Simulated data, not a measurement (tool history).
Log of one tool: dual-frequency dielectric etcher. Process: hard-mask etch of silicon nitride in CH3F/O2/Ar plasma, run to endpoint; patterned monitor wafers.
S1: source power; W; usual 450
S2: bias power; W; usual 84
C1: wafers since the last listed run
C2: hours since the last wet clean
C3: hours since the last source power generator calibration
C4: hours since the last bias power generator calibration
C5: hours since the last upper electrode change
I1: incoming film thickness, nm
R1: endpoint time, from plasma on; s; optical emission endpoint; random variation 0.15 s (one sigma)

run,hour,S1,S2,C1,C2,C3,C4,C5,I1,R1
1,0,370,94,0,289,2225.2,1111.8,2434.2,38.72,49.3
2,57.3,370,94,566,346.3,2282.5,1169.1,2491.5,38.83,49.4
# hour 105.3: upper electrode replaced
3,110.2,420,84,285,399.2,2335.4,1222,4.9,38.31,48.1
4,178.9,430,84,678,467.9,2404.1,1290.7,73.6,38.22,47.2
5,218,430,84,386,507,2443.2,1329.8,112.7,38.25,47.6
6,253.2,430,84,347,542.2,2478.4,1365,147.9,38.62,47.8
# hour 287.4: wet clean of the chamber
7,304.6,520,84,270,17.2,2529.8,1416.4,199.3,38.86,44.6
8,347.3,520,84,422,59.9,2572.5,1459.1,242,38.85,44.6
9,377.5,520,84,298,90.1,2602.7,1489.3,272.2,38.31,43.8
10,424,450,70,459,136.6,2649.2,1535.8,318.7,38.24,48.9
11,463.1,450,70,386,175.7,2688.3,1574.9,357.8,38.66,49.4
12,535,480,93,710,247.6,2760.2,1646.8,429.7,38.32,43.7
13,568,480,74,326,280.6,2793.2,1679.8,462.7,38.94,47.7
14,620.1,450,84,514,332.7,2845.3,1731.9,514.8,38.48,46.7
15,644.5,450,84,241,357.1,2869.7,1756.3,539.2,38.37,46.5
16,699,450,84,538,411.6,2924.2,1810.8,593.7,38.79,46.9
17,723.1,490,84,238,435.7,2948.3,1834.9,617.8,38.6,45
18,771.9,410,84,482,484.5,2997.1,1883.7,666.6,38.29,48.1
19,809.6,360,97,372,522.2,3034.8,1921.4,704.3,38.54,48.6
20,845.5,360,77,354,558.1,3070.7,1957.3,740.2,38.25,52
# hour 895.4: bias power generator calibrated
# hour 903.8: wet clean of the chamber
21,916.3,550,84,577,12.5,3141.5,20.9,811,38.41,42.9
22,972.4,480,64,554,68.6,3197.6,77,867.1,38.44,49
23,1015.3,400,73,423,111.5,3240.5,119.9,910,38.28,50.2
24,1083.6,510,72,675,179.8,3308.8,188.2,978.3,38.12,45.6
# hour 1120.6: source power generator calibrated
25,1121.1,420,84,331,217.3,0.5,225.7,1015.8,38.31,48.2
26,1142.8,490,77,214,239,22.2,247.4,1037.5,38.36,47.3
27,1183.4,520,73,401,279.6,62.8,288,1078.1,38.32,46.5
28,1215.9,450,84,321,312.1,95.3,320.5,1110.6,38.29,47.1
29,1276.3,480,84,596,372.5,155.7,380.9,1171,38.13,45.9
30,1303,450,84,263,399.2,182.4,407.6,1197.7,38.44,47.3
31,1333.6,380,100,302,429.8,213,438.2,1228.3,38.31,48
32,1363.2,450,76,292,459.4,242.6,467.8,1257.9,38.27,48.7
33,1419,450,84,551,515.2,298.4,523.6,1313.7,38.29,47.3
34,1490.7,530,65,708,586.9,370.1,595.3,1385.4,38.4,48.1
35,1518.5,480,84,274,614.7,397.9,623.1,1413.2,38.83,46.5
# hour 1550.9: wet clean of the chamber
36,1582.4,500,84,394,31.5,461.8,687,1477.1,38.8,46.1

3 ways to go on from here, each from the tool as it stands after run 36. What would each give?
A,1582.8,450,84,3,31.9,462.2,687.4,1477.5,38.63,?
B,1582.8,530,72,3,31.9,462.2,687.4,1477.5,38.63,?
C,1582.8,400,76,3,31.9,462.2,687.4,1477.5,38.63,?

run,R1
A,47.5
B,46.6
C,51.4
Without the tool's hidden state the same runs would have given:
run,R1
A,47.5
B,46.6
C,51.4
